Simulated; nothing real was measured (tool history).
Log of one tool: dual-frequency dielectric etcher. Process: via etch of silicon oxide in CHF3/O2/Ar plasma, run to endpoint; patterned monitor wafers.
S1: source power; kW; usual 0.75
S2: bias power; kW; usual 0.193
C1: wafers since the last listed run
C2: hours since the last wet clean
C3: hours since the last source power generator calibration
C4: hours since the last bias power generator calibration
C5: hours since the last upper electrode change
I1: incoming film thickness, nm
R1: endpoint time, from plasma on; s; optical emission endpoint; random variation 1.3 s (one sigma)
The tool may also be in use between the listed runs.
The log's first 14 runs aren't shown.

run	hour	S1	S2	C1	C2	C3	C4	C5	I1	R1
15	670.2	0.83	0.171	156	157.4	3792.8	3350.2	5023.4	783.8	330.9
16	741.8	0.83	0.171	249	229	3864.4	3421.8	5095	778.8	328.5
17	802.1	0.62	0.193	210	289.3	3924.7	3482.1	5155.3	772.2	369.2
# hour 864.2: wet clean of the chamber, repeated, since the last time left the tool worse
18	864.7	0.6	0.222	134	0.5	3987.3	3544.7	5217.9	782.5	352
19	886.9	0.75	0.23	77	22.7	4009.5	3566.9	5240.1	784.4	305.7
20	932.6	0.75	0.193	159	68.4	4055.2	3612.6	5285.8	775.6	316.5
# hour 966.5: source power generator calibrated
21	974.1	0.81	0.231	130	109.9	7.6	3654.1	5327.3	780.9	289.2
22	1030.9	0.75	0.193	198	166.7	64.4	3710.9	5384.1	787.5	319
23	1087	0.92	0.225	195	222.8	120.5	3767	5440.2	786	271.7
# hour 1131.5: bias power generator calibrated
24	1132	0.75	0.193	143	267.8	165.5	0.5	5485.2	779.9	315.2
25	1171.9	0.66	0.171	139	307.7	205.4	40.4	5525.1	781.2	350.9
26	1197.7	0.66	0.24	90	333.5	231.2	66.2	5550.9	780.4	314.2
# hour 1235.2: wet clean of the chamber
27	1259.4	0.75	0.193	131	24.2	292.9	127.9	5612.6	782.6	322.1
# hour 1315.5: upper electrode replaced
28	1316	0.75	0.211	113	80.8	349.5	184.5	0.5	778.9	308.6
29	1363.2	0.8	0.212	164	128	396.7	231.7	47.7	787.8	300.2
30	1407	0.7	0.235	152	171.8	440.5	275.5	91.5	780.6	309.2
31	1447.4	0.93	0.18	140	212.2	480.9	315.9	131.9	779.4	286.7
32	1500.1	0.59	0.214	183	264.9	533.6	368.6	184.6	775.8	348.3
33	1561.9	0.57	0.205	215	326.7	595.4	430.4	246.4	783.1	361.6
# hour 1625.1: wet clean of the chamber
34	1625.6	0.84	0.208	138	0.5	659.1	494.1	310.1	789	299.7
35	1672.7	0.56	0.233	164	47.6	706.2	541.2	357.2	779.6	361

4 ways to go on from here, each from the tool as it stands after run 35. What would each give?
A	1673.2	0.59	0.193	1	48.1	706.7	541.7	357.7	781.9	?
B	1673.2	0.66	0.147	1	48.1	706.7	541.7	357.7	781.9	?
C	1673.2	0.63	0.155	1	48.1	706.7	541.7	357.7	781.9	?
D	1673.2	0.59	0.162	1	48.1	706.7	541.7	357.7	781.9	?

run	R1
A	371.6
B	375.5
C	380.7
D	392
Without the tool's hidden state the same runs would have given:
run	R1
A	373.1
B	377
C	382.2
D	393.6
